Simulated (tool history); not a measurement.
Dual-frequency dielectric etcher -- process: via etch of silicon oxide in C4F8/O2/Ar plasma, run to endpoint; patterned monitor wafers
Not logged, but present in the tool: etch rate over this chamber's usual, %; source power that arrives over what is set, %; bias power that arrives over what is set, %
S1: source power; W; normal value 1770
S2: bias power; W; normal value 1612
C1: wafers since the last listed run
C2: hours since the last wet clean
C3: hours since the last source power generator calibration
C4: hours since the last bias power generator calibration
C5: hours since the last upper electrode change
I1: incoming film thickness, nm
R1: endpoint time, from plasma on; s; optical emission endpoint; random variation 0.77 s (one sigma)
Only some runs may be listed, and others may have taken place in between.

run   hour    S1    S2   C1     C2      C3      C4      C5      I1     R1
  1    0.0  1770  1612    0  177.1  2257.5   814.3  5652.9  1111.0  257.7
  2   62.0  1770  1612  310  239.1  2319.5   876.3  5714.9  1098.6  254.2
  3  113.3  1770  1612  256  290.4  2370.8   927.6  5766.2  1090.2  253.0
  4  161.7  1480  1348  242  338.8  2419.2   976.0  5814.6  1089.3  289.1
  5  208.1  1480  1348  232  385.2  2465.6  1022.4  5861.0  1095.2  290.6
  6  259.2  1480  1348  255  436.3  2516.7  1073.5  5912.1  1105.0  293.8
  7  303.0  1770  1612  219  480.1  2560.5  1117.3  5955.9  1085.3  253.3
     385.2  -- wet clean of the chamber
  8  385.7  1770  1612  294    0.5  2643.2  1200.0  6038.6  1088.7  249.3
  9  404.2  1770  1612   92   19.0  2661.7  1218.5  6057.1  1089.0  248.7
     577.6  -- source power generator calibrated
 10  581.2  1770  1612  866  196.0     3.6  1395.5  6234.1  1089.7  256.7
 11  620.3  1770  1612  195  235.1    42.7  1434.6  6273.2  1104.2  260.6
 12  680.9  1770  1612  303  295.7   103.3  1495.2  6333.8  1108.1  262.4
 13  709.9  1770  1612  145  324.7   132.3  1524.2  6362.8  1089.3  257.5
     755.5  -- upper electrode replaced
 14  774.3  1770  1612  202  389.1   196.7  1588.6    18.8  1091.4  259.8
 15  824.8  1770  1612  252  439.6   247.2  1639.1    69.3  1101.3  260.5
     901.3  -- wet clean of the chamber
 16  910.1  1770  1612  307    8.8   332.5  1724.4   154.6  1092.5  256.1
 17  941.1  1600  1511  155   39.8   363.5  1755.4   185.6  1083.6  272.5
 18  968.6  1770  1612  137   67.3   391.0  1782.9   213.1  1084.6  254.9

Run 19 has not been measured yet. What should we expect?
 19  1023.6  2090  1350  275  122.3  446.0  1837.9  268.1  1083.6   ?

Run 19 yielded R1 242.5 s.
With no hidden state in the tool, this same run would have given R1 241.8 s.

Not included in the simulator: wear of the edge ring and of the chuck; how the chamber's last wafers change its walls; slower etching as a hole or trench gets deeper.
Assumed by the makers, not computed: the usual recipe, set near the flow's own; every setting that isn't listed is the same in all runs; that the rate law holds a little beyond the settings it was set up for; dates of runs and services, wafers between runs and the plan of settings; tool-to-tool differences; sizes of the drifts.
